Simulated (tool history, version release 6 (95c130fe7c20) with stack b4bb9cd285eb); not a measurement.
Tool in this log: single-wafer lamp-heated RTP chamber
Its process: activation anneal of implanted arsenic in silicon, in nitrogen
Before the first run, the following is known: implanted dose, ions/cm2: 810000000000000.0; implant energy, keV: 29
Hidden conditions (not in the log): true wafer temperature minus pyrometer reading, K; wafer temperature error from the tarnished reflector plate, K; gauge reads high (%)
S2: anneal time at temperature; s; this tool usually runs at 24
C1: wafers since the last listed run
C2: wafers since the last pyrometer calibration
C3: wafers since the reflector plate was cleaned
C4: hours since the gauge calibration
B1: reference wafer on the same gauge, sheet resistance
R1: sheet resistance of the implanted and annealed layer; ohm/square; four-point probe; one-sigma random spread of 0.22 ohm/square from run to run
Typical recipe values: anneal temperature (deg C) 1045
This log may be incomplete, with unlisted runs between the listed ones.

{"run": 1, "hour": 0.0, "anneal temperature (deg C)": 1045, "S2": 24, "C1": 0, "C2": 2852, "C3": 3598, "C4": 883.9, "B1": 171.88, "R1": 144.79}
{"run": 2, "hour": 59.8, "anneal temperature (deg C)": 1045, "S2": 28, "C1": 626, "C2": 3478, "C3": 4225, "C4": 943.7, "B1": 172.02, "R1": 143.3}
{"run": 3, "hour": 117.9, "anneal temperature (deg C)": 1045, "S2": 28, "C1": 608, "C2": 4087, "C3": 4833, "C4": 1001.8, "B1": 172.05, "R1": 143.41}
{"hour": 170.2, "done": "pyrometer window cleaned and pyrometer calibrated"}
{"run": 4, "hour": 179.1, "anneal temperature (deg C)": 1045, "S2": 33, "C1": 557, "C2": 92, "C3": 5390, "C4": 1063, "B1": 172.03, "R1": 144.14}
{"run": 5, "hour": 394.8, "anneal temperature (deg C)": 1045, "S2": 33, "C1": 2258, "C2": 2351, "C3": 7649, "C4": 1278.7, "B1": 172.12, "R1": 142.07}
{"run": 6, "hour": 445.0, "anneal temperature (deg C)": 1045, "S2": 24, "C1": 525, "C2": 2877, "C3": 8175, "C4": 1328.9, "B1": 171.86, "R1": 144.29}
{"run": 7, "hour": 477.2, "anneal temperature (deg C)": 1045, "S2": 24, "C1": 337, "C2": 3214, "C3": 8512, "C4": 1361.1, "B1": 172.06, "R1": 144.06}
{"run": 8, "hour": 545.2, "anneal temperature (deg C)": 1045, "S2": 24, "C1": 712, "C2": 3926, "C3": 9224, "C4": 1429.1, "B1": 171.87, "R1": 143.85}
{"run": 9, "hour": 580.3, "anneal temperature (deg C)": 1045, "S2": 24, "C1": 367, "C2": 4294, "C3": 9592, "C4": 1464.2, "B1": 172.03, "R1": 143.98}
{"hour": 622.1, "done": "pyrometer window cleaned and pyrometer calibrated"}
{"run": 10, "hour": 622.6, "anneal temperature (deg C)": 1045, "S2": 24, "C1": 359, "C2": 5, "C3": 9951, "C4": 1506.5, "B1": 172.01, "R1": 145.3}
{"run": 11, "hour": 642.4, "anneal temperature (deg C)": 1045, "S2": 24, "C1": 207, "C2": 212, "C3": 10158, "C4": 1526.3, "B1": 171.93, "R1": 145.51}
{"run": 12, "hour": 697.3, "anneal temperature (deg C)": 1045, "S2": 24, "C1": 574, "C2": 787, "C3": 10733, "C4": 1581.2, "B1": 172, "R1": 144.5}
{"hour": 735.3, "done": "gauge calibrated"}
{"hour": 741.5, "done": "reflector plate cleaned"}
{"run": 13, "hour": 766.1, "anneal temperature (deg C)": 1045, "S2": 24, "C1": 636, "C2": 1424, "C3": 257, "C4": 30.8, "B1": 172.01, "R1": 145.29}
{"run": 14, "hour": 819.5, "anneal temperature (deg C)": 1031, "S2": 24, "C1": 559, "C2": 1983, "C3": 816, "C4": 84.2, "B1": 171.91, "R1": 146.77}
{"run": 15, "hour": 872.2, "anneal temperature (deg C)": 1031, "S2": 24, "C1": 551, "C2": 2535, "C3": 1368, "C4": 136.9, "B1": 172.04, "R1": 146.45}
{"run": 16, "hour": 921.2, "anneal temperature (deg C)": 1031, "S2": 24, "C1": 513, "C2": 3048, "C3": 1881, "C4": 185.9, "B1": 172.08, "R1": 146.5}
{"run": 17, "hour": 963.8, "anneal temperature (deg C)": 1045, "S2": 24, "C1": 446, "C2": 3494, "C3": 2327, "C4": 228.5, "B1": 172.09, "R1": 144.18}
{"run": 18, "hour": 1010.4, "anneal temperature (deg C)": 1045, "S2": 24, "C1": 488, "C2": 3982, "C3": 2815, "C4": 275.1, "B1": 171.97, "R1": 144.38}
{"run": 19, "hour": 1042.5, "anneal temperature (deg C)": 1045, "S2": 13, "C1": 336, "C2": 4318, "C3": 3152, "C4": 307.2, "B1": 171.93, "R1": 148.34}
{"hour": 1061.6, "done": "pyrometer window cleaned and pyrometer calibrated"}
{"run": 20, "hour": 1081.7, "anneal temperature (deg C)": 1057, "S2": 24, "C1": 326, "C2": 210, "C3": 3478, "C4": 346.4, "B1": 171.93, "R1": 144.14}
{"run": 21, "hour": 1132.8, "anneal temperature (deg C)": 1016, "S2": 24, "C1": 535, "C2": 745, "C3": 4013, "C4": 397.5, "B1": 171.95, "R1": 149.41}
{"run": 22, "hour": 1284.9, "anneal temperature (deg C)": 1073, "S2": 35, "C1": 1592, "C2": 2338, "C3": 5606, "C4": 549.6, "B1": 172.05, "R1": 137.82}
{"run": 23, "hour": 1349.2, "anneal temperature (deg C)": 1035, "S2": 38, "C1": 673, "C2": 3011, "C3": 6280, "C4": 613.9, "B1": 172.02, "R1": 143.25}
{"run": 24, "hour": 1399.9, "anneal temperature (deg C)": 1062, "S2": 10, "C1": 530, "C2": 3542, "C3": 6811, "C4": 664.6, "B1": 172.06, "R1": 147.87}
{"run": 25, "hour": 1437.4, "anneal temperature (deg C)": 1055, "S2": 24, "C1": 392, "C2": 3935, "C3": 7203, "C4": 702.1, "B1": 172.09, "R1": 142.92}
{"run": 26, "hour": 1466.9, "anneal temperature (deg C)": 1057, "S2": 12, "C1": 308, "C2": 4244, "C3": 7512, "C4": 731.6, "B1": 172.12, "R1": 147.01}
{"hour": 1598.6, "done": "pyrometer window cleaned and pyrometer calibrated"}
{"run": 27, "hour": 1669.9, "anneal temperature (deg C)": 1067, "S2": 34, "C1": 2042, "C2": 746, "C3": 9555, "C4": 934.6, "B1": 171.99, "R1": 139.47}
{"hour": 1740.3, "done": "reflector plate cleaned"}
{"run": 28, "hour": 1740.8, "anneal temperature (deg C)": 1045, "S2": 24, "C1": 658, "C2": 1405, "C3": 5, "C4": 1005.5, "B1": 171.96, "R1": 146.17}
{"run": 29, "hour": 1794.6, "anneal temperature (deg C)": 1045, "S2": 24, "C1": 563, "C2": 1969, "C3": 568, "C4": 1059.3, "B1": 172.09, "R1": 145.34}
{"run": 30, "hour": 1845.3, "anneal temperature (deg C)": 1023, "S2": 36, "C1": 530, "C2": 2500, "C3": 1099, "C4": 1110, "B1": 172.07, "R1": 145.87}
{"run": 31, "hour": 1895.0, "anneal temperature (deg C)": 1016, "S2": 19, "C1": 520, "C2": 3020, "C3": 1619, "C4": 1159.7, "B1": 172.01, "R1": 150.3}
{"run": 32, "hour": 1936.2, "anneal temperature (deg C)": 1058, "S2": 28, "C1": 431, "C2": 3451, "C3": 2051, "C4": 1200.9, "B1": 172.03, "R1": 142.29}
{"run": 33, "hour": 1983.0, "anneal temperature (deg C)": 1045, "S2": 24, "C1": 490, "C2": 3942, "C3": 2541, "C4": 1247.7, "B1": 172, "R1": 144.59}
{"run": 34, "hour": 2047.1, "anneal temperature (deg C)": 1045, "S2": 24, "C1": 671, "C2": 4613, "C3": 3212, "C4": 1311.8, "B1": 171.95, "R1": 144.68}
{"run": 35, "hour": 2095.9, "anneal temperature (deg C)": 1045, "S2": 24, "C1": 511, "C2": 5124, "C3": 3723, "C4": 1360.6, "B1": 172.1, "R1": 144.4}
{"hour": 2121.5, "done": "pyrometer window cleaned and pyrometer calibrated"}
{"run": 36, "hour": 2147.5, "anneal temperature (deg C)": 1016, "S2": 17, "C1": 456, "C2": 271, "C3": 4180, "C4": 1412.2, "B1": 172.04, "R1": 151.05}
{"run": 37, "hour": 2201.0, "anneal temperature (deg C)": 1045, "S2": 16, "C1": 560, "C2": 832, "C3": 4740, "C4": 1465.7, "B1": 171.94, "R1": 147.4}

Alternative continuations, all from the tool just after run 37; predict every row:
{"run": "A", "hour": 2201.4, "anneal temperature (deg C)": 1045, "S2": 24, "C1": 4, "C2": 836, "C3": 4745, "C4": 1466.1, "B1": "?", "R1": "?"}
{"run": "B", "hour": 2201.4, "anneal temperature (deg C)": 1026, "S2": 24, "C1": 4, "C2": 836, "C3": 4745, "C4": 1466.1, "B1": "?", "R1": "?"}
{"run": "C", "hour": 2201.4, "anneal temperature (deg C)": 1056, "S2": 30, "C1": 4, "C2": 836, "C3": 4745, "C4": 1466.1, "B1": "?", "R1": "?"}

run=A B1=171.99 R1=144.94
run=B B1=171.99 R1=147.44
run=C B1=171.99 R1=141.76
Without the tool's unlogged condition, the same runs would have read:
run=A R1=146.77
run=B R1=149.05
run=C R1=143.86
